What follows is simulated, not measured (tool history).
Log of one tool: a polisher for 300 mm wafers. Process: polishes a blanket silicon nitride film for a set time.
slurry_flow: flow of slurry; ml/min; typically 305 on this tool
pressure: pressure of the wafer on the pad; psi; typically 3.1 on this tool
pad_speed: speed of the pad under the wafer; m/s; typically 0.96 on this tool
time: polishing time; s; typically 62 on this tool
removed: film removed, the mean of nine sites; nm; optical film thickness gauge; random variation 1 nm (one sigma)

| run | hour | slurry_flow | pressure | pad_speed | time | incoming thickness of the incoming film, nm | removed |
|---|---|---|---|---|---|---|---|
| 1 | 0 | 305 | 3.1 | 0.96 | 62 | 458.1 | 105 |
| 2 | 72.7 | 305 | 3.1 | 0.96 | 62 | 447.1 | 107.1 |
| 3 | 146.7 | 305 | 3.1 | 0.96 | 62 | 452.5 | 106.4 |
| 4 | 211.2 | 305 | 3.1 | 0.82 | 62 | 448.2 | 95.7 |
| 5 | 260 | 305 | 3.1 | 0.82 | 62 | 445.8 | 95.6 |
| 6 | 328.7 | 305 | 3.4 | 0.96 | 62 | 444.5 | 115.9 |
| 7 | 374.9 | 305 | 3.1 | 0.96 | 62 | 449.4 | 106.1 |
| 8 | 466 | 305 | 3.1 | 0.96 | 62 | 451.3 | 105.5 |
| 9 | 511.7 | 265 | 3.1 | 0.96 | 62 | 450.4 | 104.1 |
| 10 | 602.3 | 305 | 3.1 | 0.96 | 62 | 443.3 | 105.7 |
| 11 | 695 | 305 | 2.4 | 0.96 | 62 | 442 | 81.6 |
| 12 | 748.1 | 305 | 2.4 | 0.96 | 62 | 452.8 | 83.4 |
| 13 | 847.9 | 305 | 2.4 | 0.96 | 62 | 450 | 81.4 |
| 14 | 899 | 305 | 3.1 | 0.8 | 57 | 454.6 | 84.7 |
| 15 | 966.5 | 305 | 3.1 | 0.8 | 57 | 452.5 | 85.4 |
| 16 | 1021.4 | 305 | 3.1 | 0.8 | 57 | 448.1 | 85.6 |
| 17 | 1078.5 | 305 | 3.1 | 0.96 | 62 | 459.4 | 106 |
| 18 | 1161.1 | 305 | 3.1 | 0.96 | 62 | 444.3 | 105.6 |
| 19 | 1266.7 | 200 | 4.2 | 0.96 | 62 | 454.7 | 139.4 |
| 20 | 1376.7 | 210 | 4 | 0.96 | 62 | 450.1 | 130 |
| 21 | 1443.5 | 340 | 2.5 | 0.96 | 62 | 451 | 86.1 |
| 22 | 1513.5 | 390 | 2.7 | 0.96 | 62 | 450.9 | 93.7 |
| 23 | 1587.6 | 305 | 3.1 | 0.72 | 51 | 448.6 | 72.8 |
| 24 | 1625.2 | 200 | 3.7 | 0.84 | 41 | 450.8 | 75.3 |
| 25 | 1669.4 | 305 | 3.1 | 0.84 | 62 | 450.3 | 98 |
| 26 | 1728.4 | 305 | 3.1 | 0.96 | 62 | 454.8 | 106.6 |
| 27 | 1786.5 | 305 | 3.1 | 0.96 | 62 | 447.7 | 106.4 |
| 28 | 1842.1 | 305 | 3.1 | 0.96 | 62 | 450.6 | 105.4 |
| 29 | 1908.6 | 270 | 2.7 | 0.96 | 41 | 447.5 | 60.3 |
| 30 | 1964.9 | 305 | 3.1 | 0.88 | 79 | 447.7 | 127.5 |
| 31 | 2004.6 | 305 | 3.1 | 1.08 | 62 | 450.1 | 113.1 |
| 32 | 2076.3 | 305 | 2.8 | 0.96 | 53 | 455.5 | 81.7 |
| 33 | 2112.6 | 305 | 3.1 | 0.96 | 62 | 453.5 | 106.7 |
| 34 | 2171.9 | 305 | 3.1 | 1.2 | 62 | 451 | 123.3 |
| 35 | 2239.5 | 305 | 3.1 | 0.96 | 62 | 444.8 | 104.7 |

Taken out of this log: 10 entries between the listed runs. Where each belongs, and how the hidden state differs across it:
Run 6 -> run 7: slurry nozzle cleaned (hour 374.4)
  no hidden state differs between the two runs
Run 7 -> run 8: worn pad replaced by a new one (hour 379.6)
  no hidden state differs between the two runs
Run 12 -> run 13: worn pad replaced by a new one (hour 789.6)
  no hidden state differs between the two runs
Run 13 -> run 14: head pressure recalibrated (hour 895.6)
  no hidden state differs between the two runs
Run 14 -> run 15: slurry nozzle cleaned (hour 926.4)
  no hidden state differs between the two runs
Run 19 -> run 20: worn pad replaced by a new one (hour 1298.5)
  no hidden state differs between the two runs
Run 22 -> run 23: slurry nozzle cleaned (hour 1550.2)
  no hidden state differs between the two runs
Run 25 -> run 26: worn pad replaced by a new one (hour 1680.9)
  no hidden state differs between the two runs
Run 29 -> run 30: head pressure recalibrated (hour 1922.6)
  no hidden state differs between the two runs
Run 33 -> run 34: worn pad replaced by a new one (hour 2145.5)
  no hidden state differs between the two runs
